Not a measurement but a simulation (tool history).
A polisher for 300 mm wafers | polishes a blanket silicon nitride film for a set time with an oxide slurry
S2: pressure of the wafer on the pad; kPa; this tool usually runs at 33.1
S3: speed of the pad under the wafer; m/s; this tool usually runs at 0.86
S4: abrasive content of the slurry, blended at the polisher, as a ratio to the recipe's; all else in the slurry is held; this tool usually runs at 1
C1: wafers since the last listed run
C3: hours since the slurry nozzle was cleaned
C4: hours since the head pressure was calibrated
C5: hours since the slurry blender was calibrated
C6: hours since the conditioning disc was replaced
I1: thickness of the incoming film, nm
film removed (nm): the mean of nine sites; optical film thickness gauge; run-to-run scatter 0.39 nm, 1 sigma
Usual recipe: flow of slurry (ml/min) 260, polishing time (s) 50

{"run": 1, "hour": 0.0, "flow of slurry (ml/min)": 200, "S2": 33.1, "S3": 0.86, "S4": 1, "polishing time (s)": 50, "C1": 0, "wafers polished on this pad": 985, "C3": 87.7, "C4": 358.6, "C5": 91.5, "C6": 28.6, "I1": 450.4, "film removed (nm)": 36.1}
{"run": 2, "hour": 8.5, "flow of slurry (ml/min)": 200, "S2": 33.1, "S3": 0.86, "S4": 1, "polishing time (s)": 50, "C1": 99, "wafers polished on this pad": 1085, "C3": 96.2, "C4": 367.1, "C5": 100, "C6": 37.1, "I1": 452.5, "film removed (nm)": 36.1}
{"run": 3, "hour": 19.3, "flow of slurry (ml/min)": 200, "S2": 33.1, "S3": 0.86, "S4": 1, "polishing time (s)": 50, "C1": 126, "wafers polished on this pad": 1211, "C3": 107, "C4": 377.9, "C5": 110.8, "C6": 47.9, "I1": 448.1, "film removed (nm)": 35.5}
{"run": 4, "hour": 29.0, "flow of slurry (ml/min)": 260, "S2": 33.1, "S3": 0.86, "S4": 1, "polishing time (s)": 50, "C1": 113, "wafers polished on this pad": 1325, "C3": 116.7, "C4": 387.6, "C5": 120.5, "C6": 57.6, "I1": 444.5, "film removed (nm)": 37}
{"hour": 37.2, "done": "worn pad replaced by a new one"}
{"run": 5, "hour": 43.5, "flow of slurry (ml/min)": 260, "S2": 33.1, "S3": 0.86, "S4": 1, "polishing time (s)": 50, "C1": 122, "wafers polished on this pad": 73, "C3": 131.2, "C4": 402.1, "C5": 135, "C6": 72.1, "I1": 457.1, "film removed (nm)": 39.6}
{"run": 6, "hour": 57.4, "flow of slurry (ml/min)": 260, "S2": 33.1, "S3": 1, "S4": 1, "polishing time (s)": 50, "C1": 162, "wafers polished on this pad": 236, "C3": 145.1, "C4": 416, "C5": 148.9, "C6": 86, "I1": 451.1, "film removed (nm)": 43.7}
{"run": 7, "hour": 64.3, "flow of slurry (ml/min)": 260, "S2": 33.1, "S3": 0.7, "S4": 1, "polishing time (s)": 50, "C1": 80, "wafers polished on this pad": 316, "C3": 152, "C4": 422.9, "C5": 155.8, "C6": 92.9, "I1": 443.5, "film removed (nm)": 33.7}
{"run": 8, "hour": 80.8, "flow of slurry (ml/min)": 260, "S2": 33.1, "S3": 0.7, "S4": 1, "polishing time (s)": 50, "C1": 193, "wafers polished on this pad": 510, "C3": 168.5, "C4": 439.4, "C5": 172.3, "C6": 109.4, "I1": 450.6, "film removed (nm)": 33.1}
{"run": 9, "hour": 89.5, "flow of slurry (ml/min)": 260, "S2": 33.1, "S3": 0.7, "S4": 1, "polishing time (s)": 50, "C1": 101, "wafers polished on this pad": 611, "C3": 177.2, "C4": 448.1, "C5": 181, "C6": 118.1, "I1": 448.5, "film removed (nm)": 33.2}
{"run": 10, "hour": 101.4, "flow of slurry (ml/min)": 190, "S2": 33.1, "S3": 0.86, "S4": 1, "polishing time (s)": 50, "C1": 139, "wafers polished on this pad": 751, "C3": 189.1, "C4": 460, "C5": 192.9, "C6": 130, "I1": 451.6, "film removed (nm)": 36.5}
{"run": 11, "hour": 110.1, "flow of slurry (ml/min)": 190, "S2": 33.1, "S3": 0.86, "S4": 1, "polishing time (s)": 50, "C1": 101, "wafers polished on this pad": 852, "C3": 197.8, "C4": 468.7, "C5": 201.6, "C6": 138.7, "I1": 457.3, "film removed (nm)": 36.1}
{"run": 12, "hour": 123.6, "flow of slurry (ml/min)": 320, "S2": 29.6, "S3": 0.86, "S4": 1, "polishing time (s)": 50, "C1": 157, "wafers polished on this pad": 1010, "C3": 211.3, "C4": 482.2, "C5": 215.1, "C6": 152.2, "I1": 451.3, "film removed (nm)": 34.2}
{"run": 13, "hour": 136.7, "flow of slurry (ml/min)": 260, "S2": 37.9, "S3": 0.86, "S4": 1, "polishing time (s)": 50, "C1": 153, "wafers polished on this pad": 1164, "C3": 224.4, "C4": 495.3, "C5": 228.2, "C6": 165.3, "I1": 443.1, "film removed (nm)": 42.3}
{"run": 14, "hour": 143.5, "flow of slurry (ml/min)": 260, "S2": 27.6, "S3": 0.86, "S4": 1, "polishing time (s)": 38, "C1": 79, "wafers polished on this pad": 1243, "C3": 231.2, "C4": 502.1, "C5": 235, "C6": 172.1, "I1": 443.5, "film removed (nm)": 23.1}
{"hour": 164.8, "done": "worn pad replaced by a new one, of another model than before"}
{"hour": 168.5, "done": "slurry blender recalibrated"}
{"hour": 173.0, "done": "slurry nozzle cleaned"}
{"run": 15, "hour": 184.0, "flow of slurry (ml/min)": 260, "S2": 33.1, "S3": 0.86, "S4": 1, "polishing time (s)": 50, "C1": 392, "wafers polished on this pad": 190, "C3": 11, "C4": 542.6, "C5": 15.5, "C6": 212.6, "I1": 460.4, "film removed (nm)": 38.8}
{"hour": 186.5, "done": "conditioning disc replaced and pad reconditioned"}
{"run": 16, "hour": 201.4, "flow of slurry (ml/min)": 260, "S2": 33.1, "S3": 0.72, "S4": 1, "polishing time (s)": 50, "C1": 180, "wafers polished on this pad": 370, "C3": 28.4, "C4": 560, "C5": 32.9, "C6": 14.9, "I1": 454.3, "film removed (nm)": 33}
{"run": 17, "hour": 207.9, "flow of slurry (ml/min)": 325, "S2": 28.3, "S3": 0.86, "S4": 1.2, "polishing time (s)": 68, "C1": 76, "wafers polished on this pad": 446, "C3": 34.9, "C4": 566.5, "C5": 39.4, "C6": 21.4, "I1": 455.1, "film removed (nm)": 54}
{"hour": 216.5, "done": "head pressure recalibrated"}
{"run": 18, "hour": 224.6, "flow of slurry (ml/min)": 225, "S2": 33.1, "S3": 0.98, "S4": 0.9, "polishing time (s)": 50, "C1": 172, "wafers polished on this pad": 618, "C3": 51.6, "C4": 8.1, "C5": 56.1, "C6": 38.1, "I1": 445.3, "film removed (nm)": 38.8}
{"run": 19, "hour": 241.4, "flow of slurry (ml/min)": 260, "S2": 33.1, "S3": 0.64, "S4": 1, "polishing time (s)": 34, "C1": 196, "wafers polished on this pad": 814, "C3": 68.4, "C4": 24.9, "C5": 72.9, "C6": 54.9, "I1": 442.9, "film removed (nm)": 18.9}
{"run": 20, "hour": 256.7, "flow of slurry (ml/min)": 260, "S2": 38.6, "S3": 0.86, "S4": 0.85, "polishing time (s)": 43, "C1": 179, "wafers polished on this pad": 994, "C3": 83.7, "C4": 40.2, "C5": 88.2, "C6": 70.2, "I1": 448.4, "film removed (nm)": 32.3}
{"run": 21, "hour": 266.0, "flow of slurry (ml/min)": 260, "S2": 33.1, "S3": 0.86, "S4": 1, "polishing time (s)": 50, "C1": 108, "wafers polished on this pad": 1102, "C3": 93, "C4": 49.5, "C5": 97.5, "C6": 79.5, "I1": 455, "film removed (nm)": 37.1}
{"run": 22, "hour": 274.1, "flow of slurry (ml/min)": 260, "S2": 33.1, "S3": 0.86, "S4": 1, "polishing time (s)": 50, "C1": 94, "wafers polished on this pad": 1197, "C3": 101.1, "C4": 57.6, "C5": 105.6, "C6": 87.6, "I1": 453, "film removed (nm)": 36.7}

Predict each of these 5 candidate next runs independently; none follows another, all start after run 22:
{"run": "A", "hour": 274.5, "flow of slurry (ml/min)": 260, "S2": 33.1, "S3": 0.86, "S4": 1, "polishing time (s)": 50, "C1": 4, "wafers polished on this pad": 1202, "C3": 101.5, "C4": 58, "C5": 106, "C6": 88, "I1": 449.5, "film removed (nm)": "?"}
{"run": "B", "hour": 274.5, "flow of slurry (ml/min)": 260, "S2": 24.1, "S3": 0.7, "S4": 1, "polishing time (s)": 50, "C1": 4, "wafers polished on this pad": 1202, "C3": 101.5, "C4": 58, "C5": 106, "C6": 88, "I1": 449.5, "film removed (nm)": "?"}
{"run": "C", "hour": 274.5, "flow of slurry (ml/min)": 260, "S2": 24.8, "S3": 0.86, "S4": 0.9, "polishing time (s)": 57, "C1": 4, "wafers polished on this pad": 1202, "C3": 101.5, "C4": 58, "C5": 106, "C6": 88, "I1": 449.5, "film removed (nm)": "?"}
{"run": "D", "hour": 274.5, "flow of slurry (ml/min)": 260, "S2": 41.4, "S3": 0.98, "S4": 1, "polishing time (s)": 63, "C1": 4, "wafers polished on this pad": 1202, "C3": 101.5, "C4": 58, "C5": 106, "C6": 88, "I1": 449.5, "film removed (nm)": "?"}
{"run": "E", "hour": 274.5, "flow of slurry (ml/min)": 305, "S2": 33.1, "S3": 0.86, "S4": 1, "polishing time (s)": 50, "C1": 4, "wafers polished on this pad": 1202, "C3": 101.5, "C4": 58, "C5": 106, "C6": 88, "I1": 449.5, "film removed (nm)": "?"}

run=A film_removed_(nm)=37
run=B film_removed_(nm)=23.8
run=C film_removed_(nm)=31.2
run=D film_removed_(nm)=63.2
run=E film_removed_(nm)=37.9
Without the tool's hidden state the same runs would have given:
run=A film_removed_(nm)=40.4
run=B film_removed_(nm)=26
run=C film_removed_(nm)=34.1
run=D film_removed_(nm)=69
run=E film_removed_(nm)=41.4
